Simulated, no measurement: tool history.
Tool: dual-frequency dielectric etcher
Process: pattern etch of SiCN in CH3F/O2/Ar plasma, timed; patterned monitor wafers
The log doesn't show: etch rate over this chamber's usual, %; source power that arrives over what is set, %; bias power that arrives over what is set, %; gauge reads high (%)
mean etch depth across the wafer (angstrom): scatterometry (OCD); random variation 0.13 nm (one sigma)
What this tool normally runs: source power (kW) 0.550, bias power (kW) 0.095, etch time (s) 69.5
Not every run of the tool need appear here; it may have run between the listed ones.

run	hour	source power (kW)	bias power (kW)	etch time (s)	wafers since the last listed run	hours since the last wet clean	hours since the last source power generator calibration	hours since the last bias power generator calibration	hours since the last upper electrode change	hours since the gauge calibration	read-back reference wafer on the same gauge, depth_nm	mean etch depth across the wafer (angstrom)
1	0.0	0.500	0.095	59.5	0	157.4	1543.3	740.4	4985.2	456.0	33.72	264.3
2	78.6	0.500	0.095	59.5	1038	236.0	1621.9	819.0	5063.8	534.6	33.76	266.9
3	119.3	0.500	0.095	59.5	537	276.7	1662.6	859.7	5104.5	575.3	33.89	264.4
4	167.7	0.550	0.095	69.5	639	325.1	1711.0	908.1	5152.9	623.7	33.82	324.3
5	207.4	0.550	0.095	69.5	524	364.8	1750.7	947.8	5192.6	663.4	33.79	324.8
6	260.8	0.550	0.095	69.5	705	418.2	1804.1	1001.2	5246.0	716.8	33.76	324.8
7	300.2	0.550	0.095	69.5	520	457.6	1843.5	1040.6	5285.4	756.2	33.84	326.8
8	404.8	0.550	0.095	69.5	1382	562.2	1948.1	1145.2	5390.0	860.8	33.84	331.6
# hour 458.4: wet clean of the chamber
9	474.3	0.550	0.100	69.5	601	15.9	2017.6	1214.7	5459.5	930.3	33.78	327.3
# hour 544.8: upper electrode replaced
10	561.7	0.550	0.095	69.5	837	103.3	2105.0	1302.1	16.9	1017.7	33.81	321.1
# hour 614.4: source power generator calibrated
11	629.8	0.550	0.095	69.5	847	171.4	15.4	1370.2	85.0	1085.8	33.76	323.2
# hour 659.5: bias power generator calibrated
12	693.9	0.430	0.087	77.0	794	235.5	79.5	34.4	149.1	1149.9	33.80	311.5
13	765.7	0.550	0.115	49.5	948	307.3	151.3	106.2	220.9	1221.7	33.73	253.5
14	821.5	0.550	0.095	69.5	737	363.1	207.1	162.0	276.7	1277.5	33.80	329.3
15	861.6	0.550	0.095	69.5	529	403.2	247.2	202.1	316.8	1317.6	33.82	330.8
16	897.7	0.550	0.095	69.5	477	439.3	283.3	238.2	352.9	1353.7	33.84	331.3
17	947.2	0.550	0.109	69.5	654	488.8	332.8	287.7	402.4	1403.2	33.88	353.0
# hour 974.7: wet clean of the chamber
18	1018.7	0.500	0.095	69.5	627	44.0	404.3	359.2	473.9	1474.7	33.77	304.8
19	1105.2	0.550	0.095	69.5	1143	130.5	490.8	445.7	560.4	1561.2	33.87	317.3
20	1179.8	0.610	0.095	53.5	985	205.1	565.4	520.3	635.0	1635.8	33.84	256.9
21	1226.9	0.550	0.095	69.5	622	252.2	612.5	567.4	682.1	1682.9	33.81	320.3
22	1330.2	0.550	0.095	55.5	1365	355.5	715.8	670.7	785.4	1786.2	33.78	260.0
# hour 1352.7: gauge calibrated
23	1426.9	0.550	0.119	89.0	1277	452.2	812.5	767.4	882.1	74.2	33.74	459.3
24	1528.8	0.550	0.106	69.5	1346	554.1	914.4	869.3	984.0	176.1	33.81	345.9
# hour 1581.0: wet clean of the chamber
25	1581.5	0.650	0.111	69.5	379	0.5	967.1	922.0	1036.7	228.8	33.76	361.0
26	1621.9	0.660	0.106	86.0	533	40.9	1007.5	962.4	1077.1	269.2	33.78	440.2
27	1804.8	0.670	0.078	69.5	2416	223.8	1190.4	1145.3	1260.0	452.1	33.82	318.8
28	1907.1	0.620	0.079	69.5	1351	326.1	1292.7	1247.6	1362.3	554.4	33.76	313.4
29	1987.2	0.450	0.079	69.5	1058	406.2	1372.8	1327.7	1442.4	634.5	33.86	276.3

Predict each of these 5 candidate next runs independently; none follows another, all start after run 29:
A	1987.6	0.550	0.095	69.5	5	406.6	1373.2	1328.1	1442.8	634.9	?	?
B	1987.6	0.550	0.102	69.5	5	406.6	1373.2	1328.1	1442.8	634.9	?	?
C	1987.6	0.550	0.084	69.5	5	406.6	1373.2	1328.1	1442.8	634.9	?	?
D	1987.6	0.550	0.095	57.5	5	406.6	1373.2	1328.1	1442.8	634.9	?	?
E	1987.6	0.640	0.085	88.5	5	406.6	1373.2	1328.1	1442.8	634.9	?	?

run	read-back reference wafer on the same gauge, depth_nm	mean etch depth across the wafer (angstrom)
A	33.79	325.9
B	33.79	336.2
C	33.79	309.0
D	33.79	269.6
E	33.79	420.7
With no hidden state in the tool, these same runs would have given:
run	mean etch depth across the wafer (angstrom)
A	318.0
B	328.0
C	301.4
D	263.1
E	410.5
